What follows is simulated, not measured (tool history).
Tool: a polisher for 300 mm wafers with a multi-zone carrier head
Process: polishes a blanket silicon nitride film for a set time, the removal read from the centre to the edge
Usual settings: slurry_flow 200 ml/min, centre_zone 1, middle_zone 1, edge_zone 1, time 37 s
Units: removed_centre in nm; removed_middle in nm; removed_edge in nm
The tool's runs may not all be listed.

run   hour  slurry_flow  centre_zone  middle_zone  edge_zone  time  wafers since the last listed run  wafers polished on this pad  hours since the slurry nozzle was cleaned  hours since the centre zone pressure was calibrated  hours since the edge zone pressure was calibrated  hours since the carrier head's membrane was replaced  incoming thickness of the incoming film, nm  removed_centre  removed_middle  removed_edge
  1      0          200            1            1          1    37                                 0                         7123                                      194.8                                                324.4                                              306.7                                                  41.3                                        786.1            43.4            43.1          42.6
  2   25.5          240          0.9            1          1    27                               405                         7528                                      220.3                                                349.9                                              332.2                                                  66.8                                        792.6            28.4              32          32.1
  3     81          265         1.04            1       0.91    31                               883                         8412                                      275.8                                                405.4                                              387.7                                                 122.3                                        792.3            37.9            36.4          35.1
     105.3  -- worn pad replaced by a new one
  4  145.8          200            1            1          1    37                               967                          645                                      340.6                                                470.2                                              452.5                                                 187.1                                        797.1            44.8            44.9          44.3
  5    216          200            1            1          1    37                              1117                         1762                                      410.8                                                540.4                                              522.7                                                 257.3                                        803.7            43.8            43.8            45
     222.3  -- edge zone pressure recalibrated
     242.9  -- centre zone pressure recalibrated
  6  243.4          200         0.95         0.93          1    37                               372                         2134                                      438.2                                                  0.5                                               21.1                                                 284.7                                        783.4              42            41.3          44.5
  7  296.5          200            1         0.95          1    45                               845                         2979                                      491.3                                                 53.6                                               74.2                                                 337.8                                        777.4            52.9            49.5          53.4
  8  347.2          240         0.95            1          1    37                               806                         3786                                        542                                                104.3                                              124.9                                                 388.5                                        791.1            41.8            44.1          44.2
  9  378.5          240          0.9            1          1    27                               498                         4284                                      573.3                                                135.6                                              156.2                                                 419.8                                        796.9            28.8            32.2          32.1
     388.7  -- slurry nozzle cleaned
 10  424.7          145            1            1       1.08    37                               719                         5004                                         36                                                181.8                                              202.4                                                   466                                        799.1            43.4            42.4          44.5
 11  488.4          200            1            1          1    37                              1013                         6018                                       99.7                                                245.5                                              266.1                                                 529.7                                        793.9            44.2            43.5          44.3
 12  527.9          170            1         1.06          1    29                               628                         6646                                      139.2                                                  285                                              305.6                                                 569.2                                        778.7            33.6            34.7          33.9

Forecast run 13:
 13   578          255            1            1          1    41                               797                         7444                                      189.3                                                335.1                                              355.7                                                 619.3                                          796               ?               ?             ?

removed_centre: 48.5 nm
removed_middle: 49.2 nm
removed_edge: 48.8 nm
Without the tool's hidden state the same run would have given removed_centre 51.7 nm, removed_middle 52.3 nm, removed_edge 51.7 nm.
